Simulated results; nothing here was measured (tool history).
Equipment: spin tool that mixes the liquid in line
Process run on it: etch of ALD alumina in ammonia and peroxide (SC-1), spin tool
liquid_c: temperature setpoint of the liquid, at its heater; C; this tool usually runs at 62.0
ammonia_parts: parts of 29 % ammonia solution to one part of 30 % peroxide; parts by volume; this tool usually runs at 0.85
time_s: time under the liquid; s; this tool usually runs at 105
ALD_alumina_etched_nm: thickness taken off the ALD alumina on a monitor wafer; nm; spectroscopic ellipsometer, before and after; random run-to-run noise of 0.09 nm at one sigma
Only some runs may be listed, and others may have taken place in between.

| run | day | liquid_c | ammonia_parts | time_s | read-back film thickness of the ALD alumina reference wafer, read on the same gauge (nm) | ALD_alumina_etched_nm |
|---|---|---|---|---|---|---|
| 1 | 0.000 | 62.0 | 0.85 | 105 | 120.01 | 7.85 |
|  | 0.479 | heated supply line repaired |
|  | 0.683 | new drum of ammonia solution connected |
| 2 | 1.292 | 54.5 | 0.95 | 105 | 119.98 | 4.74 |
| 3 | 2.771 | 62.0 | 1.05 | 105 | 119.96 | 7.10 |
| 4 | 3.788 | 56.5 | 1.10 | 80 | 119.99 | 3.97 |
| 5 | 4.325 | 66.5 | 0.50 | 120 | 119.98 | 9.37 |
| 6 | 5.300 | 52.5 | 0.85 | 50 | 120.03 | 1.98 |
| 7 | 6.550 | 62.0 | 0.85 | 105 | 120.00 | 7.07 |
|  | 7.229 | heated supply line repaired, repeated, since the last time left the tool worse |
| 8 | 7.450 | 68.5 | 0.85 | 170 | 119.98 | 20.11 |
| 9 | 8.571 | 62.0 | 0.85 | 105 | 120.02 | 8.85 |
| 10 | 9.254 | 62.0 | 0.85 | 105 | 119.98 | 9.00 |
|  | 9.642 | thermometer replaced |
| 11 | 9.942 | 70.0 | 0.85 | 105 | 119.98 | 13.15 |
| 12 | 10.783 | 70.0 | 1.05 | 105 | 120.04 | 13.28 |
| 13 | 11.500 | 62.0 | 0.85 | 105 | 120.02 | 8.86 |
| 14 | 12.804 | 70.0 | 1.15 | 105 | 119.98 | 13.45 |
| 15 | 13.342 | 65.5 | 1.20 | 60 | 120.00 | 6.28 |
| 16 | 14.300 | 70.0 | 0.85 | 165 | 120.01 | 20.60 |
| 17 | 15.379 | 62.0 | 0.85 | 165 | 120.03 | 13.92 |
| 18 | 16.688 | 62.0 | 0.85 | 105 | 119.99 | 8.74 |
| 19 | 17.250 | 66.5 | 1.10 | 55 | 120.00 | 5.90 |
| 20 | 18.317 | 69.0 | 0.85 | 105 | 119.97 | 12.37 |
| 21 | 20.421 | 62.0 | 0.85 | 105 | 120.00 | 8.68 |
| 22 | 21.046 | 62.0 | 0.85 | 105 | 119.99 | 8.62 |
| 23 | 22.100 | 58.5 | 0.50 | 130 | 120.00 | 8.59 |
| 24 | 23.238 | 62.0 | 0.85 | 105 | 120.02 | 8.73 |
| 25 | 24.421 | 62.0 | 1.20 | 120 | 120.04 | 10.39 |
| 26 | 25.125 | 62.0 | 0.85 | 140 | 119.99 | 11.64 |

3 options for the next run, each taken on its own from the tool as it stands now. Forecast them:
| A | 25.142 | 62.0 | 0.85 | 105 | ? | ? |
| B | 25.142 | 57.0 | 0.50 | 70 | ? | ? |
| C | 25.142 | 62.0 | 1.00 | 65 | ? | ? |

| run | read-back film thickness of the ALD alumina reference wafer, read on the same gauge (nm) | ALD_alumina_etched_nm |
|---|---|---|
| A | 119.96 | 8.58 |
| B | 119.96 | 4.20 |
| C | 119.96 | 5.39 |
Without the tool's hidden state the same runs would have given:
| run | ALD_alumina_etched_nm |
|---|---|
| A | 8.93 |
| B | 4.38 |
| C | 5.61 |

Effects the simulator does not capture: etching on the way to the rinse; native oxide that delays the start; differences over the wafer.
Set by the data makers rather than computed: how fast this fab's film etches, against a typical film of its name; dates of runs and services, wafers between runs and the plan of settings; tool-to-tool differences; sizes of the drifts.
